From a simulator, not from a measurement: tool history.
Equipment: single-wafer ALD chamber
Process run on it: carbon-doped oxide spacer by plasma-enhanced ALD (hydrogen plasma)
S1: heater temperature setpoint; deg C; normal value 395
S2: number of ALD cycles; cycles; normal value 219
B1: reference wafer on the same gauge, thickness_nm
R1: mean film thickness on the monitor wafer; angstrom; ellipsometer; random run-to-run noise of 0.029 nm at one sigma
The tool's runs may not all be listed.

run 1 day=0 | S1=403 S2=219 | B1=13.1 | R1=114.88
run 2 day=3.762 | S1=403 S2=219 | B1=13.098 | R1=115.24
run 3 day=8.142 | S1=395 S2=219 | B1=13.096 | R1=115.35
run 4 day=18.333 | S1=395 S2=219 | B1=13.105 | R1=115.47
run 5 day=20.008 | S1=395 S2=219 | B1=13.101 | R1=115.31
run 6 day=23.279 | S1=395 S2=219 | B1=13.101 | R1=115.45
run 7 day=25.554 | S1=395 S2=219 | B1=13.09 | R1=115.65
run 8 day=29.071 | S1=395 S2=250 | B1=13.087 | R1=131.55
run 9 day=31.225 | S1=395 S2=250 | B1=13.11 | R1=131.84
run 10 day=34.554 | S1=395 S2=219 | B1=13.099 | R1=115.09
run 11 day=38.679 | S1=391 S2=243 | B1=13.105 | R1=128.17
run 12 day=42.808 | S1=395 S2=219 | B1=13.091 | R1=115.43
run 13 day=47.154 | S1=395 S2=236 | B1=13.108 | R1=124.8
run 14 day=51.338 | S1=395 S2=206 | B1=13.108 | R1=108.56
-- day=52.958 gauge calibrated
-- day=54.846 thermocouple changed; heater temperature recalibrated
run 15 day=60.329 | S1=395 S2=240 | B1=13.103 | R1=126.85
run 16 day=63.604 | S1=407 S2=245 | B1=13.105 | R1=127.03
run 17 day=66.975 | S1=395 S2=219 | B1=13.095 | R1=115.88
run 18 day=68.988 | S1=395 S2=219 | B1=13.107 | R1=115.26
run 19 day=77.175 | S1=386 S2=202 | B1=13.102 | R1=106.64
run 20 day=80.142 | S1=390 S2=189 | B1=13.11 | R1=99.27

Forecast each of these 4 alternatives for the next run:
run A day=80.171 | S1=405 S2=219 | B1=? | R1=?
run B day=80.171 | S1=395 S2=180 | B1=? | R1=?
run C day=80.171 | S1=385 S2=248 | B1=? | R1=?
run D day=80.171 | S1=404 S2=202 | B1=? | R1=?

run=A B1=13.102 R1=113.52
run=B B1=13.102 R1=94.38
run=C B1=13.102 R1=130.04
run=D B1=13.102 R1=104.99
The same runs, with their run-to-run variation unchanged, on a tool lacking any hidden condition would have given:
run=A R1=113.52
run=B R1=94.38
run=C R1=130.04
run=D R1=104.99
